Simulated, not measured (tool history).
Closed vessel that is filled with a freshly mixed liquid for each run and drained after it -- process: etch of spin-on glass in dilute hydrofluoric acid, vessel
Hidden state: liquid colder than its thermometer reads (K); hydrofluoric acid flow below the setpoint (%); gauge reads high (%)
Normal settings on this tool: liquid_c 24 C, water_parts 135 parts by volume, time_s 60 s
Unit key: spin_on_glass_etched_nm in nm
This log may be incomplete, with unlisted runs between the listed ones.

run,hour,liquid_c,water_parts,time_s,wafers since the last listed run,hours since the thermometer was replaced,hours since the hydrofluoric acid flow meter was replaced,hours since the gauge calibration,"read-back film thickness of the spin-on glass reference wafer, read on the same gauge (nm)",spin_on_glass_etched_nm
1,0,24,135,60,0,1562.6,738.4,831,50.9,24.01
2,17.6,24,135,60,1613,1580.2,756,848.6,50.89,23.75
3,50.2,24,135,60,2988,1612.8,788.6,881.2,50.94,23.94
4,65.2,24,135,60,1375,1627.8,803.6,896.2,50.97,23.84
5,80,24,135,60,1356,1642.6,818.4,911,50.97,23.93
6,102.5,24,135,60,2062,1665.1,840.9,933.5,51,23.95
7,134.3,24,135,80,2915,1696.9,872.7,965.3,51.04,31.99
8,154.8,24,135,80,1879,1717.4,893.2,985.8,51.08,31.9
9,180.9,26.5,135,60,2392,1743.5,919.3,1011.9,51.08,26.39
10,211.9,26.5,135,60,2841,1774.5,950.3,1042.9,51.16,26.45
11,231.8,24,135,60,1824,1794.4,970.2,1062.8,51.15,24.09
12,260.9,24,135,45,2667,1823.5,999.3,1091.9,51.22,18.01
13,294.4,24,135,60,3070,1857,1032.8,1125.4,51.23,24
# hour 308.4: gauge calibrated
# hour 320.6: hydrofluoric acid flow meter replaced
14,328.7,24,135,60,3052,1891.3,8.1,20.3,50.19,23.54
15,359.9,24,165,60,2860,1922.5,39.3,51.5,50.21,18.63
16,392.2,24,165,60,2960,1954.8,71.6,83.8,50.25,18.77
17,414.8,24,165,60,2071,1977.4,94.2,106.4,50.31,18.63
18,430.7,24,180,60,1457,1993.3,110.1,122.3,50.3,16.85
19,445.8,24,95,60,1384,2008.4,125.2,137.4,50.32,35.2
20,466.5,24,135,60,1897,2029.1,145.9,158.1,50.35,23.74
# hour 502.3: thermometer replaced
21,505.3,20.5,110,30,3465,3,184.7,196.9,50.41,13.04
22,525.3,24,135,60,1833,23,204.7,216.9,50.4,23.62
23,589.7,24,135,60,5903,87.4,269.1,281.3,50.5,23.61
24,618.2,27,90,45,2612,115.9,297.6,309.8,50.55,31.66
25,644.4,22,200,60,2401,142.1,323.8,336,50.56,13.83
26,674,24,70,40,2713,171.7,353.4,365.6,50.59,33.08
27,697.3,26.5,135,60,2135,195,376.7,388.9,50.63,26.05
28,729,28.5,195,70,2905,226.7,408.4,420.6,50.68,21.21
29,744,24,135,90,1375,241.7,423.4,435.6,50.69,35.73
30,776.2,24,135,60,2951,273.9,455.6,467.8,50.72,23.84
31,882.8,25.5,200,40,9771,380.5,562.2,574.4,50.85,10.56
32,900.9,24,80,80,1659,398.6,580.3,592.5,50.87,57.58
33,922.9,27,135,60,2016,420.6,602.3,614.5,50.93,26.8
34,948.6,21.5,135,35,2355,446.3,628,640.2,50.93,12.64
35,972.3,20.5,80,30,2172,470,651.7,663.9,50.96,18.72

Had the tool no unlogged condition, and each run kept its random variation, what would the results have been?
run,spin_on_glass_etched_nm
1,23.6
2,23.33
3,23.5
4,23.39
5,23.47
6,23.48
7,31.34
8,31.24
9,25.82
10,25.86
11,23.54
12,17.59
13,23.43
14,23.46
15,18.55
16,18.68
17,18.53
18,16.75
19,34.97
20,23.57
21,12.94
22,23.43
23,23.37
24,31.32
25,13.68
26,32.69
27,25.73
28,20.94
29,35.25
30,23.5
31,10.38
32,56.6
33,26.32
34,12.41
35,18.37
